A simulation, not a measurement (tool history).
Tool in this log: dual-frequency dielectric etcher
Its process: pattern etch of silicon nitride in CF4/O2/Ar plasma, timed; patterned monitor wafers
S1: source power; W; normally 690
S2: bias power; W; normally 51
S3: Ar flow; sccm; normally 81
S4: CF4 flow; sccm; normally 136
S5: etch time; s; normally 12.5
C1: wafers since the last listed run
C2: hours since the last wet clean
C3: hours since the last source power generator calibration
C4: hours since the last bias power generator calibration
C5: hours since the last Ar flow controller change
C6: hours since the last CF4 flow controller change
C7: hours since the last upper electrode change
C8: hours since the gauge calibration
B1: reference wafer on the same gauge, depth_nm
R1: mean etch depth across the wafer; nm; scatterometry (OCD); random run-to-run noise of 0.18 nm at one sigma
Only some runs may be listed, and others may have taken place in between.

Run 1, hour 0: usual settings but S2 45 W, S5 14.5 s; C1 0; C2 37.7; C3 807; C4 1578; C5 3850.4; C6 3243.8; C7 1446.5; C8 580.2; B1 37.02. Result: R1 34.76 nm.
Run 2, hour 41.4: usual settings but S2 47 W, S4 109 sccm; C1 662; C2 79.1; C3 848.4; C4 1619.4; C5 3891.8; C6 3285.2; C7 1487.9; C8 621.6; B1 37.03. Result: R1 29.63 nm.
Run 3, hour 109.8: usual settings but S2 47 W, S4 109 sccm; C1 1094; C2 147.5; C3 916.8; C4 1687.8; C5 3960.2; C6 3353.6; C7 1556.3; C8 690; B1 36.99. Result: R1 29.51 nm.
Run 4, hour 150.7: usual settings but S2 47 W, S4 109 sccm; C1 654; C2 188.4; C3 957.7; C4 1728.7; C5 4001.1; C6 3394.5; C7 1597.2; C8 730.9; B1 37. Result: R1 29.59 nm.
At hour 176.7: gauge calibrated.
Run 5, hour 193.9: usual settings but S3 70 sccm; C1 691; C2 231.6; C3 1000.9; C4 1771.9; C5 4044.3; C6 3437.7; C7 1640.4; C8 17.2; B1 37.05. Result: R1 32.24 nm.
Run 6, hour 288.7: usual settings; C1 1516; C2 326.4; C3 1095.7; C4 1866.7; C5 4139.1; C6 3532.5; C7 1735.2; C8 112; B1 37.05. Result: R1 31.4 nm.
At hour 405.9: wet clean of the chamber.
Run 7, hour 406.4: usual settings but S2 47 W, S4 158 sccm; C1 1499; C2 0.5; C3 1213.4; C4 1984.4; C5 4256.8; C6 3650.2; C7 1852.9; C8 229.7; B1 36.99. Result: R1 30.97 nm.
Run 8, hour 431.9: usual settings but S2 47 W, S4 158 sccm; C1 407; C2 26; C3 1238.9; C4 2009.9; C5 4282.3; C6 3675.7; C7 1878.4; C8 255.2; B1 37. Result: R1 31.05 nm.
Run 9, hour 498.6: usual settings but S2 47 W, S4 158 sccm; C1 1067; C2 92.7; C3 1305.6; C4 2076.6; C5 4349; C6 3742.4; C7 1945.1; C8 321.9; B1 36.94. Result: R1 30.92 nm.
Run 10, hour 547.4: usual settings; C1 780; C2 141.5; C3 1354.4; C4 2125.4; C5 4397.8; C6 3791.2; C7 1993.9; C8 370.7; B1 36.95. Result: R1 31.38 nm.
Run 11, hour 606.2: usual settings but S4 148 sccm; C1 940; C2 200.3; C3 1413.2; C4 2184.2; C5 4456.6; C6 3850; C7 2052.7; C8 429.5; B1 37. Result: R1 31.83 nm.
At hour 633.4: bias power generator calibrated.
Run 12, hour 696.9: usual settings; C1 1387; C2 291; C3 1503.9; C4 63.5; C5 4547.3; C6 3940.7; C7 2143.4; C8 520.2; B1 36.99. Result: R1 31.15 nm.
At hour 725.8: Ar flow controller replaced.
At hour 740.3: CF4 flow controller replaced.
Run 13, hour 748.4: usual settings but S1 850 W, S2 58 W, S3 66 sccm, S4 169 sccm; C1 631; C2 342.5; C3 1555.4; C4 115; C5 22.6; C6 8.1; C7 2194.9; C8 571.7; B1 37.02. Result: R1 40.26 nm.
At hour 786: source power generator calibrated.
Run 14, hour 794.7: usual settings but S3 62 sccm, S4 166 sccm; C1 676; C2 388.8; C3 8.7; C4 161.3; C5 68.9; C6 54.4; C7 2241.2; C8 618; B1 36.89. Result: R1 32.86 nm.
At hour 845.5: wet clean of the chamber.
Run 15, hour 846: usual settings but S1 760 W, S4 166 sccm; C1 436; C2 0.5; C3 60; C4 212.6; C5 120.2; C6 105.7; C7 2292.5; C8 669.3; B1 36.98. Result: R1 34.56 nm.
Run 16, hour 911.2: usual settings; C1 1043; C2 65.7; C3 125.2; C4 277.8; C5 185.4; C6 170.9; C7 2357.7; C8 734.5; B1 36.95. Result: R1 31.33 nm.
At hour 938.8: gauge calibrated.
At hour 941.8: upper electrode replaced.
Run 17, hour 994: usual settings; C1 940; C2 148.5; C3 208; C4 360.6; C5 268.2; C6 253.7; C7 52.2; C8 55.2; B1 36.95. Result: R1 31.03 nm.
Run 18, hour 1090.9: usual settings but S2 44 W, S3 66 sccm, S4 147 sccm, S5 9.5 s; C1 1550; C2 245.4; C3 304.9; C4 457.5; C5 365.1; C6 350.6; C7 149.1; C8 152.1; B1 36.95. Result: R1 23.4 nm.
Run 19, hour 1168.2: usual settings but S1 520 W, S4 150 sccm, S5 8.5 s; C1 1236; C2 322.7; C3 382.2; C4 534.8; C5 442.4; C6 427.9; C7 226.4; C8 229.4; B1 37.1. Result: R1 16.85 nm.
Run 20, hour 1245.6: usual settings but S2 41 W, S5 10.5 s; C1 1238; C2 400.1; C3 459.6; C4 612.2; C5 519.8; C6 505.3; C7 303.8; C8 306.8; B1 37.02. Result: R1 24.37 nm.

What if the next run were any one of these 5? Each begins from the tool's condition after run 20:
Run A, hour 1246: usual settings but S2 39 W; C1 6; C2 400.5; C3 460; C4 612.6; C5 520.2; C6 505.7; C7 304.2; C8 307.2; B1 ?. Result: R1 ?.
Run B, hour 1246: usual settings but S1 740 W, S5 16 s; C1 6; C2 400.5; C3 460; C4 612.6; C5 520.2; C6 505.7; C7 304.2; C8 307.2; B1 ?. Result: R1 ?.
Run C, hour 1246: usual settings but S3 88 sccm, S4 165 sccm; C1 6; C2 400.5; C3 460; C4 612.6; C5 520.2; C6 505.7; C7 304.2; C8 307.2; B1 ?. Result: R1 ?.
Run D, hour 1246: usual settings but S2 55 W; C1 6; C2 400.5; C3 460; C4 612.6; C5 520.2; C6 505.7; C7 304.2; C8 307.2; B1 ?. Result: R1 ?.
Run E, hour 1246: usual settings but S2 57 W, S3 96 sccm, S4 148 sccm; C1 6; C2 400.5; C3 460; C4 612.6; C5 520.2; C6 505.7; C7 304.2; C8 307.2; B1 ?. Result: R1 ?.

run     B1     R1
  A  37.12  29.03
  B  37.12  42.47
  C  37.12  31.61
  D  37.12  31.96
  E  37.12  31.94
Take away the tool's hidden state, keep each run's random variation, and the runs would have read:
run     R1
  A  29.03
  B  42.47
  C  31.61
  D  31.96
  E  31.94
